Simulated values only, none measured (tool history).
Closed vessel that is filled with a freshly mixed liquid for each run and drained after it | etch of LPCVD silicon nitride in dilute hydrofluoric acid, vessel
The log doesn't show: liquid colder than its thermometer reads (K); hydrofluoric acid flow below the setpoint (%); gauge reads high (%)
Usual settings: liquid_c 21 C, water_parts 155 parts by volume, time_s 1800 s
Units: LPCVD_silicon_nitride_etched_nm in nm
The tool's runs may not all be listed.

| run | hour | liquid_c | water_parts | time_s | wafers since the last listed run | hours since the thermometer was replaced | hours since the hydrofluoric acid flow meter was replaced | hours since the gauge calibration | read-back film thickness of the LPCVD silicon nitride reference wafer, read on the same gauge (nm) | LPCVD_silicon_nitride_etched_nm |
|---|---|---|---|---|---|---|---|---|---|---|
| 1 | 0 | 21 | 155 | 1800 | 0 | 945.2 | 863.5 | 83.7 | 70.085 | 4.578 |
| 2 | 17.2 | 21 | 155 | 1800 | 726 | 962.4 | 880.7 | 100.9 | 70.011 | 4.677 |
| 3 | 46.7 | 21 | 155 | 1800 | 1245 | 991.9 | 910.2 | 130.4 | 69.998 | 4.623 |
| 4 | 76.8 | 21 | 155 | 1800 | 1270 | 1022 | 940.3 | 160.5 | 69.99 | 4.644 |
| 5 | 96.8 | 21 | 155 | 1800 | 844 | 1042 | 960.3 | 180.5 | 69.96 | 4.712 |
| 6 | 156.6 | 21 | 155 | 1800 | 2524 | 1101.8 | 1020.1 | 240.3 | 69.845 | 4.701 |
| 7 | 170.5 | 21 | 155 | 1800 | 586 | 1115.7 | 1034 | 254.2 | 69.781 | 4.649 |
| 8 | 195.8 | 21 | 155 | 1800 | 1068 | 1141 | 1059.3 | 279.5 | 69.78 | 4.699 |
| 9 | 236.2 | 21 | 155 | 1800 | 1705 | 1181.4 | 1099.7 | 319.9 | 69.622 | 4.608 |
| 10 | 249.8 | 21 | 155 | 1800 | 574 | 1195 | 1113.3 | 333.5 | 69.548 | 4.655 |
| 11 | 325.7 | 21 | 155 | 1800 | 3204 | 1270.9 | 1189.2 | 409.4 | 69.321 | 4.622 |
|  | 346.3 | hydrofluoric acid flow meter replaced |
| 12 | 354.2 | 21 | 155 | 1800 | 1160 | 1299.4 | 7.9 | 437.9 | 69.224 | 4.623 |
| 13 | 380.1 | 18 | 155 | 1800 | 1093 | 1325.3 | 33.8 | 463.8 | 69.08 | 3.789 |
| 14 | 392.2 | 19 | 125 | 1800 | 510 | 1337.4 | 45.9 | 475.9 | 69.052 | 4.911 |
| 15 | 427.3 | 21 | 155 | 1800 | 1481 | 1372.5 | 81 | 511 | 68.904 | 4.535 |
| 16 | 443.9 | 21 | 155 | 1800 | 700 | 1389.1 | 97.6 | 527.6 | 68.772 | 4.559 |
| 17 | 474.5 | 21 | 90 | 985 | 1291 | 1419.7 | 128.2 | 558.2 | 68.623 | 4.231 |
|  | 495 | thermometer replaced |
|  | 505.7 | gauge calibrated |
| 18 | 506.5 | 21 | 155 | 1800 | 1308 | 11.5 | 160.2 | 0.8 | 70.234 | 4.599 |
| 19 | 534.5 | 21 | 115 | 1270 | 1182 | 39.5 | 188.2 | 28.8 | 70.172 | 4.42 |
| 20 | 559 | 21 | 110 | 1800 | 1034 | 64 | 212.7 | 53.3 | 70.222 | 6.495 |
| 21 | 579.3 | 23.5 | 155 | 1800 | 856 | 84.3 | 233 | 73.6 | 70.212 | 5.49 |
| 22 | 603.3 | 21 | 155 | 1800 | 1013 | 108.3 | 257 | 97.6 | 70.161 | 4.68 |
| 23 | 696.7 | 26 | 100 | 1800 | 3942 | 201.7 | 350.4 | 191 | 69.976 | 9.904 |
| 24 | 709.1 | 17 | 155 | 1470 | 523 | 214.1 | 362.8 | 203.4 | 69.986 | 2.911 |
| 25 | 729.3 | 21 | 95 | 2265 | 852 | 234.3 | 383 | 223.6 | 69.996 | 9.473 |

5 ways to go on from here, each from the tool as it stands after run 25. What would each give?
| A | 730.4 | 21 | 225 | 1800 | 46 | 235.4 | 384.1 | 224.7 | ? | ? |
| B | 730.4 | 26 | 175 | 2320 | 46 | 235.4 | 384.1 | 224.7 | ? | ? |
| C | 730.4 | 19.5 | 215 | 1400 | 46 | 235.4 | 384.1 | 224.7 | ? | ? |
| D | 730.4 | 25.5 | 115 | 1350 | 46 | 235.4 | 384.1 | 224.7 | ? | ? |
| E | 730.4 | 21 | 155 | 1205 | 46 | 235.4 | 384.1 | 224.7 | ? | ? |

| run | read-back film thickness of the LPCVD silicon nitride reference wafer, read on the same gauge (nm) | LPCVD_silicon_nitride_etched_nm |
|---|---|---|
| A | 69.936 | 3.221 |
| B | 69.936 | 7.313 |
| C | 69.936 | 2.375 |
| D | 69.936 | 6.262 |
| E | 69.936 | 3.103 |
Without the tool's hidden state the same runs would have given:
| run | LPCVD_silicon_nitride_etched_nm |
|---|---|
| A | 3.224 |
| B | 7.318 |
| C | 2.377 |
| D | 6.266 |
| E | 3.105 |

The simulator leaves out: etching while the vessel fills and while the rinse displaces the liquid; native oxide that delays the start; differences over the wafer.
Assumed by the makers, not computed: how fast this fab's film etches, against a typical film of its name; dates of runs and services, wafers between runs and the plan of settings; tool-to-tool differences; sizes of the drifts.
